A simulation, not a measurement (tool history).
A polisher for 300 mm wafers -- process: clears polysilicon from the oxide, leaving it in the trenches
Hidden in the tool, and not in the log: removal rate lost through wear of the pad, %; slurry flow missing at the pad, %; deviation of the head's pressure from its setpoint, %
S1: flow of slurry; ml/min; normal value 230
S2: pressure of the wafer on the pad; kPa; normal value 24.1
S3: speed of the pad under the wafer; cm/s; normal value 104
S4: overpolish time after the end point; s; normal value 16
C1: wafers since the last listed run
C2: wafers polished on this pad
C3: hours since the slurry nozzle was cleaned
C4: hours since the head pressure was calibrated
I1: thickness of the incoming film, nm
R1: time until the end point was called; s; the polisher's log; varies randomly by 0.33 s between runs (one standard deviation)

{"run": 1, "day": 0.0, "S1": 230, "S2": 24.1, "S3": 92, "S4": 16, "C1": 0, "C2": 3858, "C3": 156.2, "C4": 199.6, "I1": 392.2, "R1": 29.3}
{"run": 2, "day": 1.438, "S1": 230, "S2": 24.1, "S3": 92, "S4": 16, "C1": 377, "C2": 4236, "C3": 190.7, "C4": 234.1, "I1": 389.1, "R1": 28.9}
{"run": 3, "day": 2.825, "S1": 230, "S2": 24.1, "S3": 104, "S4": 16, "C1": 364, "C2": 4601, "C3": 224, "C4": 267.4, "I1": 394.6, "R1": 27.8}
{"day": 3.162, "done": "worn pad replaced by a new one"}
{"run": 4, "day": 5.55, "S1": 230, "S2": 24.1, "S3": 104, "S4": 16, "C1": 672, "C2": 627, "C3": 289.4, "C4": 332.8, "I1": 394.2, "R1": 24.3}
{"run": 5, "day": 7.567, "S1": 230, "S2": 24.1, "S3": 104, "S4": 16, "C1": 530, "C2": 1158, "C3": 337.8, "C4": 381.2, "I1": 392.9, "R1": 25.3}
{"run": 6, "day": 10.029, "S1": 230, "S2": 24.1, "S3": 104, "S4": 16, "C1": 647, "C2": 1805, "C3": 396.9, "C4": 440.3, "I1": 386.3, "R1": 25.3}
{"day": 10.654, "done": "slurry nozzle cleaned"}
{"run": 7, "day": 12.8, "S1": 230, "S2": 24.1, "S3": 104, "S4": 16, "C1": 717, "C2": 2523, "C3": 51.5, "C4": 506.8, "I1": 393.5, "R1": 26.4}
{"run": 8, "day": 14.75, "S1": 230, "S2": 24.1, "S3": 104, "S4": 18, "C1": 512, "C2": 3035, "C3": 98.3, "C4": 553.6, "I1": 398, "R1": 26.6}
{"run": 9, "day": 16.921, "S1": 230, "S2": 24.1, "S3": 104, "S4": 18, "C1": 570, "C2": 3606, "C3": 150.4, "C4": 605.7, "I1": 386.6, "R1": 26.5}
{"run": 10, "day": 18.158, "S1": 210, "S2": 24.1, "S3": 104, "S4": 16, "C1": 325, "C2": 3931, "C3": 180.1, "C4": 635.4, "I1": 392.5, "R1": 27.1}
{"run": 11, "day": 19.642, "S1": 210, "S2": 24.1, "S3": 104, "S4": 16, "C1": 389, "C2": 4321, "C3": 215.7, "C4": 671, "I1": 397.1, "R1": 27.5}
{"day": 19.979, "done": "worn pad replaced by a new one"}
{"run": 12, "day": 21.488, "S1": 230, "S2": 24.1, "S3": 104, "S4": 16, "C1": 441, "C2": 396, "C3": 260, "C4": 715.3, "I1": 390.4, "R1": 24}
{"run": 13, "day": 22.917, "S1": 230, "S2": 24.1, "S3": 104, "S4": 16, "C1": 375, "C2": 772, "C3": 294.3, "C4": 749.6, "I1": 386.1, "R1": 23.8}
{"run": 14, "day": 25.754, "S1": 230, "S2": 24.1, "S3": 104, "S4": 16, "C1": 746, "C2": 1518, "C3": 362.4, "C4": 817.7, "I1": 389.9, "R1": 25.6}
{"day": 26.067, "done": "slurry nozzle cleaned"}
{"run": 15, "day": 28.312, "S1": 180, "S2": 20, "S3": 132, "S4": 24, "C1": 661, "C2": 2179, "C3": 53.9, "C4": 879.1, "I1": 393.9, "R1": 25.6}
{"run": 16, "day": 30.35, "S1": 230, "S2": 24.1, "S3": 104, "S4": 25, "C1": 535, "C2": 2715, "C3": 102.8, "C4": 928, "I1": 390.5, "R1": 26.2}
{"run": 17, "day": 32.175, "S1": 230, "S2": 24.1, "S3": 104, "S4": 18, "C1": 479, "C2": 3195, "C3": 146.6, "C4": 971.8, "I1": 391.4, "R1": 26.3}
{"run": 18, "day": 34.792, "S1": 200, "S2": 24.1, "S3": 104, "S4": 16, "C1": 687, "C2": 3883, "C3": 209.4, "C4": 1034.6, "I1": 384.9, "R1": 27.1}
{"day": 36.5, "done": "worn pad replaced by a new one"}
{"run": 19, "day": 36.771, "S1": 260, "S2": 24.1, "S3": 104, "S4": 16, "C1": 476, "C2": 71, "C3": 256.9, "C4": 1082.1, "I1": 387.3, "R1": 22.9}
{"run": 20, "day": 38.388, "S1": 170, "S2": 24.1, "S3": 104, "S4": 24, "C1": 425, "C2": 496, "C3": 295.7, "C4": 1120.9, "I1": 393.4, "R1": 25.6}
{"run": 21, "day": 40.925, "S1": 285, "S2": 24.1, "S3": 104, "S4": 16, "C1": 667, "C2": 1163, "C3": 356.6, "C4": 1181.8, "I1": 387.5, "R1": 25.5}
{"run": 22, "day": 43.062, "S1": 230, "S2": 24.1, "S3": 122, "S4": 19, "C1": 561, "C2": 1725, "C3": 407.9, "C4": 1233.1, "I1": 393.1, "R1": 23}
{"day": 43.383, "done": "slurry nozzle cleaned"}
{"run": 23, "day": 45.471, "S1": 230, "S2": 24.1, "S3": 104, "S4": 16, "C1": 622, "C2": 2347, "C3": 50.1, "C4": 1290.9, "I1": 391.9, "R1": 26.3}
{"run": 24, "day": 48.458, "S1": 230, "S2": 24.1, "S3": 104, "S4": 16, "C1": 785, "C2": 3133, "C3": 121.8, "C4": 1362.6, "I1": 396.7, "R1": 27.2}
{"day": 49.554, "done": "head pressure recalibrated"}
{"run": 25, "day": 50.083, "S1": 260, "S2": 24.1, "S3": 88, "S4": 16, "C1": 405, "C2": 3538, "C3": 160.8, "C4": 12.7, "I1": 389.3, "R1": 31.1}
{"run": 26, "day": 52.7, "S1": 175, "S2": 18.6, "S3": 94, "S4": 20, "C1": 687, "C2": 4226, "C3": 223.6, "C4": 75.5, "I1": 393.2, "R1": 38.9}
{"day": 54.154, "done": "worn pad replaced by a new one"}
{"run": 27, "day": 54.362, "S1": 260, "S2": 24.1, "S3": 104, "S4": 11, "C1": 393, "C2": 54, "C3": 263.5, "C4": 115.4, "I1": 385.1, "R1": 23}
{"run": 28, "day": 57.2, "S1": 230, "S2": 26.9, "S3": 104, "S4": 16, "C1": 746, "C2": 800, "C3": 331.6, "C4": 183.5, "I1": 388.8, "R1": 22.1}
{"run": 29, "day": 59.233, "S1": 230, "S2": 24.1, "S3": 104, "S4": 16, "C1": 534, "C2": 1335, "C3": 380.4, "C4": 232.3, "I1": 395.1, "R1": 25.2}
{"run": 30, "day": 61.829, "S1": 230, "S2": 24.1, "S3": 104, "S4": 16, "C1": 682, "C2": 2017, "C3": 442.7, "C4": 294.6, "I1": 384.1, "R1": 25.3}
{"day": 63.125, "done": "slurry nozzle cleaned"}
{"run": 31, "day": 63.854, "S1": 230, "S2": 29, "S3": 104, "S4": 16, "C1": 521, "C2": 2539, "C3": 17.5, "C4": 343.2, "I1": 387.2, "R1": 21.9}
{"run": 32, "day": 66.617, "S1": 230, "S2": 24.1, "S3": 104, "S4": 16, "C1": 726, "C2": 3265, "C3": 83.8, "C4": 409.5, "I1": 386.8, "R1": 26.2}
{"run": 33, "day": 68.738, "S1": 230, "S2": 29.6, "S3": 104, "S4": 25, "C1": 557, "C2": 3822, "C3": 134.7, "C4": 460.4, "I1": 386.7, "R1": 22}
{"run": 34, "day": 70.729, "S1": 175, "S2": 19.3, "S3": 80, "S4": 12, "C1": 523, "C2": 4346, "C3": 182.5, "C4": 508.2, "I1": 385.6, "R1": 41.2}

4 ways to go on from here, each from the tool as it stands after run 34. What would each give?
{"run": "A", "day": 70.746, "S1": 230, "S2": 24.1, "S3": 104, "S4": 16, "C1": 4, "C2": 4351, "C3": 182.9, "C4": 508.6, "I1": 388.2, "R1": "?"}
{"run": "B", "day": 70.746, "S1": 230, "S2": 24.1, "S3": 130, "S4": 12, "C1": 4, "C2": 4351, "C3": 182.9, "C4": 508.6, "I1": 388.2, "R1": "?"}
{"run": "C", "day": 70.746, "S1": 230, "S2": 30.3, "S3": 104, "S4": 16, "C1": 4, "C2": 4351, "C3": 182.9, "C4": 508.6, "I1": 388.2, "R1": "?"}
{"run": "D", "day": 70.746, "S1": 230, "S2": 27.6, "S3": 104, "S4": 16, "C1": 4, "C2": 4351, "C3": 182.9, "C4": 508.6, "I1": 388.2, "R1": "?"}

run=A R1=26.2
run=B R1=21.7
run=C R1=21.5
run=D R1=23.4
The same runs, with their run-to-run variation unchanged, on a tool lacking any hidden condition would have given:
run=A R1=22.8
run=B R1=18.9
run=C R1=18.7
run=D R1=20.3
